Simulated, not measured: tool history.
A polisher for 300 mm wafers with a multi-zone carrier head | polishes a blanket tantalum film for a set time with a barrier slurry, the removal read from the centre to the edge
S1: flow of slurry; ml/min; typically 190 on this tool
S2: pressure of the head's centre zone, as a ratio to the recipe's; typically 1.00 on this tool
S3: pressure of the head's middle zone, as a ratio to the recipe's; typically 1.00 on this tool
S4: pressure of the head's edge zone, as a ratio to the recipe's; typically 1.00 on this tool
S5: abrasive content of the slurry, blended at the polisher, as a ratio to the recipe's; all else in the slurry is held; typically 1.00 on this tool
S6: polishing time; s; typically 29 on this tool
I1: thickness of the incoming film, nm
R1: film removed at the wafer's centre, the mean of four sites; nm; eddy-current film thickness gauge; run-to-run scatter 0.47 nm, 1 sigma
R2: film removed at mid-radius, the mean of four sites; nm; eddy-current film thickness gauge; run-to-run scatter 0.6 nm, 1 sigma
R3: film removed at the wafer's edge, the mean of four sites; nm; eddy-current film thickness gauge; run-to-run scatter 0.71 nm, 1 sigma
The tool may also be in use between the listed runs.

run,hour,S1,S2,S3,S4,S5,S6,I1,R1,R2,R3
1,0.0,190,1.11,1.00,1.00,1.15,32,188.8,92.4,81.8,82.7
# hour 24.0: carrier head's membrane replaced by a new one
2,39.9,190,1.00,1.00,1.00,1.00,20,188.1,50.8,50.0,50.2
# hour 84.4: centre zone pressure recalibrated
# hour 122.4: worn pad replaced by a new one
3,176.6,250,1.00,1.00,0.93,1.00,29,187.2,77.6,77.0,73.9
4,209.6,145,0.93,1.00,1.00,1.00,29,192.5,67.5,71.2,72.3
5,260.0,245,0.94,0.94,1.00,1.00,39,191.1,97.2,95.1,100.5
6,312.9,165,1.00,1.00,1.00,1.00,26,191.6,64.8,63.5,63.9
7,395.2,190,1.00,1.00,1.07,0.80,29,190.4,68.3,68.5,71.7
# hour 434.5: edge zone pressure recalibrated
8,435.4,190,1.00,1.00,1.00,1.00,29,186.4,73.7,72.6,73.0
9,460.1,190,0.96,1.00,1.00,1.00,29,187.8,71.1,72.1,72.5
# hour 490.9: slurry nozzle cleaned
10,531.8,170,0.92,1.00,1.00,1.00,37,187.8,83.6,89.0,89.5
11,590.8,190,0.92,1.00,1.05,1.00,29,187.1,66.5,71.3,72.9
12,662.1,240,1.00,1.00,1.00,1.00,35,189.0,90.2,87.0,86.0
13,732.2,190,1.00,1.00,1.00,1.00,37,193.2,91.6,89.3,90.6
# hour 734.6: centre zone pressure recalibrated
# hour 741.9: worn pad replaced by a new one
# hour 781.1: carrier head's membrane replaced by a new one
14,801.3,190,1.00,1.00,1.05,1.00,29,189.4,74.8,73.9,76.6
15,848.0,190,0.97,0.88,1.00,1.00,29,188.1,73.4,67.0,74.7
16,877.1,190,1.00,1.00,1.00,1.00,29,190.1,74.5,72.4,74.3
17,942.2,190,0.97,0.88,1.00,1.00,29,190.1,71.3,66.2,73.3
# hour 947.8: edge zone pressure recalibrated
18,1006.8,250,0.93,1.05,1.00,1.00,29,190.0,70.9,78.2,75.7
# hour 1008.2: slurry nozzle cleaned
19,1073.3,190,0.95,1.03,1.00,0.75,26,188.5,56.5,60.7,59.4
20,1130.0,190,0.94,0.95,1.00,1.15,29,191.7,71.4,70.6,76.1
21,1192.0,190,1.00,1.00,1.00,0.85,29,192.5,68.9,66.9,69.0

What if the next run were any one of these 4? Each begins from the tool's condition after run 21:
A,1192.4,190,1.00,1.11,1.00,1.00,29,189.9,?,?,?
B,1192.4,225,1.00,0.94,1.00,1.00,26,189.9,?,?,?
C,1192.4,190,1.00,1.00,1.05,1.00,38,189.9,?,?,?
D,1192.4,190,1.00,1.00,1.00,1.10,29,189.9,?,?,?

run,R1,R2,R3
A,72.0,76.5,71.7
B,66.0,62.2,65.4
C,94.3,93.0,96.3
D,73.8,72.8,73.6
Take away the tool's hidden state, keep each run's random variation, and the runs would have read:
run,R1,R2,R3
A,75.5,80.2,75.1
B,69.2,65.2,68.5
C,98.8,97.5,100.9
D,77.4,76.3,77.1

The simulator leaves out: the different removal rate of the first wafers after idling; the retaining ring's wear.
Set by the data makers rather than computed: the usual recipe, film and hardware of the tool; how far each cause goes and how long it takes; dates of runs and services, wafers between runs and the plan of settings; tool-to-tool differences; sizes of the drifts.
